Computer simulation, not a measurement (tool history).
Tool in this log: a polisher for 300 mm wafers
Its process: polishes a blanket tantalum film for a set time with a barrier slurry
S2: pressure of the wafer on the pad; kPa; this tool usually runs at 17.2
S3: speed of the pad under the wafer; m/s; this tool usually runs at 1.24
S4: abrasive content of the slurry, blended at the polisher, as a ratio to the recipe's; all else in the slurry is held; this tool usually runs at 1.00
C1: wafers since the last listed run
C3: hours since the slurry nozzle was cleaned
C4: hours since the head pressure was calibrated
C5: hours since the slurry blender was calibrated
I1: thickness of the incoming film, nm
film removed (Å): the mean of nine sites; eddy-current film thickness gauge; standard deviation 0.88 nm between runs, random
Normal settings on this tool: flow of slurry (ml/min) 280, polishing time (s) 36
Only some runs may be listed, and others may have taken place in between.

run 1 hour=0.0 | flow_of_slurry_(ml/min)=280 S2=17.2 S3=1.24 S4=1.00 polishing_time_(s)=39 | C1=0 wafers_polished_on_this_pad=533 C3=340.1 C4=350.3 C5=162.2 | I1=261.5 | film_removed_(Å)=872
-- hour=5.9 head pressure recalibrated
run 2 hour=25.5 | flow_of_slurry_(ml/min)=230 S2=17.2 S3=1.24 S4=1.00 polishing_time_(s)=36 | C1=273 wafers_polished_on_this_pad=806 C3=365.6 C4=19.6 C5=187.7 | I1=258.4 | film_removed_(Å)=764
run 3 hour=63.7 | flow_of_slurry_(ml/min)=230 S2=17.2 S3=1.24 S4=1.00 polishing_time_(s)=36 | C1=443 wafers_polished_on_this_pad=1250 C3=403.8 C4=57.8 C5=225.9 | I1=259.1 | film_removed_(Å)=760
-- hour=89.9 worn pad replaced by a new one
run 4 hour=121.8 | flow_of_slurry_(ml/min)=280 S2=17.2 S3=1.24 S4=1.00 polishing_time_(s)=36 | C1=628 wafers_polished_on_this_pad=371 C3=461.9 C4=115.9 C5=284.0 | I1=260.9 | film_removed_(Å)=774
-- hour=171.9 slurry blender recalibrated
run 5 hour=189.0 | flow_of_slurry_(ml/min)=280 S2=17.2 S3=1.24 S4=1.00 polishing_time_(s)=36 | C1=757 wafers_polished_on_this_pad=1128 C3=529.1 C4=183.1 C5=17.1 | I1=263.3 | film_removed_(Å)=775
run 6 hour=224.0 | flow_of_slurry_(ml/min)=280 S2=17.2 S3=1.24 S4=1.00 polishing_time_(s)=36 | C1=406 wafers_polished_on_this_pad=1535 C3=564.1 C4=218.1 C5=52.1 | I1=259.7 | film_removed_(Å)=787
-- hour=235.9 worn pad replaced by a new one
run 7 hour=263.3 | flow_of_slurry_(ml/min)=280 S2=17.2 S3=1.24 S4=1.00 polishing_time_(s)=36 | C1=410 wafers_polished_on_this_pad=317 C3=603.4 C4=257.4 C5=91.4 | I1=260.8 | film_removed_(Å)=780
run 8 hour=294.4 | flow_of_slurry_(ml/min)=280 S2=17.2 S3=1.24 S4=1.00 polishing_time_(s)=36 | C1=361 wafers_polished_on_this_pad=679 C3=634.5 C4=288.5 C5=122.5 | I1=265.8 | film_removed_(Å)=774
-- hour=305.8 slurry nozzle cleaned
run 9 hour=319.3 | flow_of_slurry_(ml/min)=280 S2=17.2 S3=1.24 S4=1.00 polishing_time_(s)=46 | C1=277 wafers_polished_on_this_pad=957 C3=13.5 C4=313.4 C5=147.4 | I1=258.8 | film_removed_(Å)=1080
run 10 hour=359.4 | flow_of_slurry_(ml/min)=280 S2=17.2 S3=1.24 S4=1.00 polishing_time_(s)=36 | C1=466 wafers_polished_on_this_pad=1423 C3=53.6 C4=353.5 C5=187.5 | I1=262.1 | film_removed_(Å)=824
-- hour=361.6 head pressure recalibrated
-- hour=384.1 worn pad replaced by a new one
-- hour=426.7 slurry blender recalibrated
run 11 hour=430.8 | flow_of_slurry_(ml/min)=210 S2=13.1 S3=1.12 S4=0.80 polishing_time_(s)=36 | C1=736 wafers_polished_on_this_pad=519 C3=125.0 C4=69.2 C5=4.1 | I1=262.0 | film_removed_(Å)=510
run 12 hour=459.7 | flow_of_slurry_(ml/min)=280 S2=12.4 S3=1.24 S4=1.00 polishing_time_(s)=36 | C1=335 wafers_polished_on_this_pad=855 C3=153.9 C4=98.1 C5=33.0 | I1=263.3 | film_removed_(Å)=585
run 13 hour=485.8 | flow_of_slurry_(ml/min)=280 S2=13.1 S3=0.82 S4=1.00 polishing_time_(s)=23 | C1=303 wafers_polished_on_this_pad=1158 C3=180.0 C4=124.2 C5=59.1 | I1=262.1 | film_removed_(Å)=258
run 14 hour=523.0 | flow_of_slurry_(ml/min)=280 S2=22.8 S3=1.24 S4=1.00 polishing_time_(s)=36 | C1=432 wafers_polished_on_this_pad=1591 C3=217.2 C4=161.4 C5=96.3 | I1=260.9 | film_removed_(Å)=1065
-- hour=538.5 worn pad replaced by a new one
run 15 hour=556.7 | flow_of_slurry_(ml/min)=210 S2=11.0 S3=1.24 S4=0.85 polishing_time_(s)=28 | C1=345 wafers_polished_on_this_pad=211 C3=250.9 C4=195.1 C5=130.0 | I1=259.3 | film_removed_(Å)=357
run 16 hour=607.9 | flow_of_slurry_(ml/min)=280 S2=17.2 S3=1.00 S4=0.80 polishing_time_(s)=45 | C1=595 wafers_polished_on_this_pad=807 C3=302.1 C4=246.3 C5=181.2 | I1=259.8 | film_removed_(Å)=753
run 17 hour=656.4 | flow_of_slurry_(ml/min)=280 S2=17.2 S3=1.24 S4=1.00 polishing_time_(s)=36 | C1=563 wafers_polished_on_this_pad=1370 C3=350.6 C4=294.8 C5=229.7 | I1=261.1 | film_removed_(Å)=794
-- hour=667.3 worn pad replaced by a new one
run 18 hour=688.6 | flow_of_slurry_(ml/min)=280 S2=17.2 S3=1.24 S4=1.00 polishing_time_(s)=36 | C1=327 wafers_polished_on_this_pad=247 C3=382.8 C4=327.0 C5=261.9 | I1=259.5 | film_removed_(Å)=772

Subtracting, for every run, the result it would have given without the tool's unlogged condition from the measured result gives the following. The same run-to-run variation enters both numbers; the gauge's scatter may not:
The tool's hidden condition here consists of: removal rate lost through wear of the pad, %; slurry flow missing at the pad, %; deviation of the head's pressure from its setpoint, %; abrasive missing from the slurry, %.
run=1 film_removed_(Å)=-48
run=2 film_removed_(Å)=-54
run=3 film_removed_(Å)=-56
run=4 film_removed_(Å)=-51
run=5 film_removed_(Å)=-53
run=6 film_removed_(Å)=-55
run=7 film_removed_(Å)=-56
run=8 film_removed_(Å)=-56
run=9 film_removed_(Å)=-5
run=10 film_removed_(Å)=-11
run=11 film_removed_(Å)=-17
run=12 film_removed_(Å)=-18
run=13 film_removed_(Å)=-9
run=14 film_removed_(Å)=-43
run=15 film_removed_(Å)=-21
run=16 film_removed_(Å)=-38
run=17 film_removed_(Å)=-44
run=18 film_removed_(Å)=-45

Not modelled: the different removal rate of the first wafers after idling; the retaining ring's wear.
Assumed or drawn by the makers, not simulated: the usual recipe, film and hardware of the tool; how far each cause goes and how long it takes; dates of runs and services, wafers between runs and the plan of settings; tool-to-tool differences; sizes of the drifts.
